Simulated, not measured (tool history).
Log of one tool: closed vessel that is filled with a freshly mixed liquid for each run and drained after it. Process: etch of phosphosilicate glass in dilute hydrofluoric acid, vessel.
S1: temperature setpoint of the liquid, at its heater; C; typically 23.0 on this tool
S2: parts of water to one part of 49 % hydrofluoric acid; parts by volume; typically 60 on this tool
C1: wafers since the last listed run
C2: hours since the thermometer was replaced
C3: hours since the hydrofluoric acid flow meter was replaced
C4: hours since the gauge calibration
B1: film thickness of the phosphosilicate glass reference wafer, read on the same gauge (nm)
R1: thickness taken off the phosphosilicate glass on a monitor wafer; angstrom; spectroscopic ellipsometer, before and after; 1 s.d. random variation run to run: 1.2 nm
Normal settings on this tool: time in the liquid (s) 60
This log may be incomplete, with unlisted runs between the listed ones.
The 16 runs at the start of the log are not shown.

{"run": 17, "hour": 213.0, "S1": 23.0, "S2": 60, "time in the liquid (s)": 60, "C1": 1215, "C2": 38.0, "C3": 165.5, "C4": 494.0, "B1": 40.01, "R1": 1525.3}
{"run": 18, "hour": 223.2, "S1": 21.5, "S2": 35, "time in the liquid (s)": 60, "C1": 700, "C2": 48.2, "C3": 175.7, "C4": 504.2, "B1": 40.01, "R1": 2525.4}
{"run": 19, "hour": 230.1, "S1": 27.5, "S2": 45, "time in the liquid (s)": 60, "C1": 473, "C2": 55.1, "C3": 182.6, "C4": 511.1, "B1": 40.0, "R1": 2516.2}
{"run": 20, "hour": 236.9, "S1": 23.0, "S2": 75, "time in the liquid (s)": 60, "C1": 467, "C2": 61.9, "C3": 189.4, "C4": 517.9, "B1": 39.99, "R1": 1201.7}
{"run": 21, "hour": 248.9, "S1": 23.0, "S2": 60, "time in the liquid (s)": 60, "C1": 824, "C2": 73.9, "C3": 201.4, "C4": 529.9, "B1": 40.0, "R1": 1538.2}
{"run": 22, "hour": 266.9, "S1": 27.5, "S2": 85, "time in the liquid (s)": 45, "C1": 1236, "C2": 91.9, "C3": 219.4, "C4": 547.9, "B1": 40.03, "R1": 932.8}
{"hour": 273.1, "done": "gauge calibrated"}
{"run": 23, "hour": 278.6, "S1": 25.0, "S2": 60, "time in the liquid (s)": 60, "C1": 803, "C2": 103.6, "C3": 231.1, "C4": 5.5, "B1": 40.02, "R1": 1659.1}
{"run": 24, "hour": 286.4, "S1": 23.0, "S2": 85, "time in the liquid (s)": 95, "C1": 535, "C2": 111.4, "C3": 238.9, "C4": 13.3, "B1": 40.01, "R1": 1671.6}
{"run": 25, "hour": 295.5, "S1": 23.0, "S2": 60, "time in the liquid (s)": 60, "C1": 625, "C2": 120.5, "C3": 248.0, "C4": 22.4, "B1": 39.98, "R1": 1530.9}
{"run": 26, "hour": 309.6, "S1": 23.0, "S2": 45, "time in the liquid (s)": 90, "C1": 968, "C2": 134.6, "C3": 262.1, "C4": 36.5, "B1": 39.99, "R1": 3140.9}
{"run": 27, "hour": 317.4, "S1": 23.0, "S2": 35, "time in the liquid (s)": 60, "C1": 535, "C2": 142.4, "C3": 269.9, "C4": 44.3, "B1": 39.98, "R1": 2720.7}
{"run": 28, "hour": 331.9, "S1": 23.0, "S2": 60, "time in the liquid (s)": 80, "C1": 996, "C2": 156.9, "C3": 284.4, "C4": 58.8, "B1": 40.0, "R1": 2055.2}
{"run": 29, "hour": 339.0, "S1": 23.0, "S2": 60, "time in the liquid (s)": 60, "C1": 487, "C2": 164.0, "C3": 291.5, "C4": 65.9, "B1": 39.99, "R1": 1508.6}
{"run": 30, "hour": 349.7, "S1": 23.0, "S2": 60, "time in the liquid (s)": 60, "C1": 734, "C2": 174.7, "C3": 302.2, "C4": 76.6, "B1": 39.98, "R1": 1533.3}

Expected results for the next run?
{"run": 31, "hour": 362.3, "S1": 23.0, "S2": 50, "time in the liquid (s)": 80, "C1": 865, "C2": 187.3, "C3": 314.8, "C4": 89.2, "B1": "?", "R1": "?"}

{"run 31": {"B1": 40.01, "R1": 2482.4}}
If the tool had no hidden condition, the same run with the same run-to-run variation would have returned R1 2482.4 angstrom.
